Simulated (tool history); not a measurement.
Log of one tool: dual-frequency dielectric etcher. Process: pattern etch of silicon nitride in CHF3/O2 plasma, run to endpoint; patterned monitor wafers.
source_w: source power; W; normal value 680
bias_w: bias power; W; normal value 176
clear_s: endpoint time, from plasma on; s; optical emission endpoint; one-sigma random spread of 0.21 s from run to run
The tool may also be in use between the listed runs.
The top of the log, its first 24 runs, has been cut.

| run | hour | source_w | bias_w | incoming incoming film thickness, nm | clear_s |
|---|---|---|---|---|---|
| 25 | 579.9 | 630 | 162 | 69.6 | 44.2 |
|  | 607.5 | upper electrode replaced |
| 26 | 608 | 570 | 155 | 69.4 | 46.5 |
| 27 | 627.8 | 680 | 176 | 69.7 | 41.3 |
| 28 | 654.9 | 570 | 138 | 70.5 | 49 |
| 29 | 680.6 | 520 | 176 | 70.3 | 46.5 |
| 30 | 694.3 | 810 | 208 | 70.2 | 36.7 |
| 31 | 711.9 | 800 | 133 | 69.8 | 41.8 |
| 32 | 743.3 | 760 | 204 | 69.6 | 37.4 |
|  | 771.2 | wet clean of the chamber |
| 33 | 771.7 | 680 | 176 | 69.8 | 42.8 |

What if the next run were any one of these 3? Each begins from the tool's condition after run 33:
| A | 772.1 | 680 | 176 | 69.6 | ? |
| B | 772.1 | 760 | 196 | 69.6 | ? |
| C | 772.1 | 740 | 146 | 69.6 | ? |

| run | clear_s |
|---|---|
| A | 42.5 |
| B | 39.3 |
| C | 43.4 |
Stripped of hidden state, with their random variation kept, the same runs would have yielded:
| run | clear_s |
|---|---|
| A | 42.3 |
| B | 39.1 |
| C | 43.2 |

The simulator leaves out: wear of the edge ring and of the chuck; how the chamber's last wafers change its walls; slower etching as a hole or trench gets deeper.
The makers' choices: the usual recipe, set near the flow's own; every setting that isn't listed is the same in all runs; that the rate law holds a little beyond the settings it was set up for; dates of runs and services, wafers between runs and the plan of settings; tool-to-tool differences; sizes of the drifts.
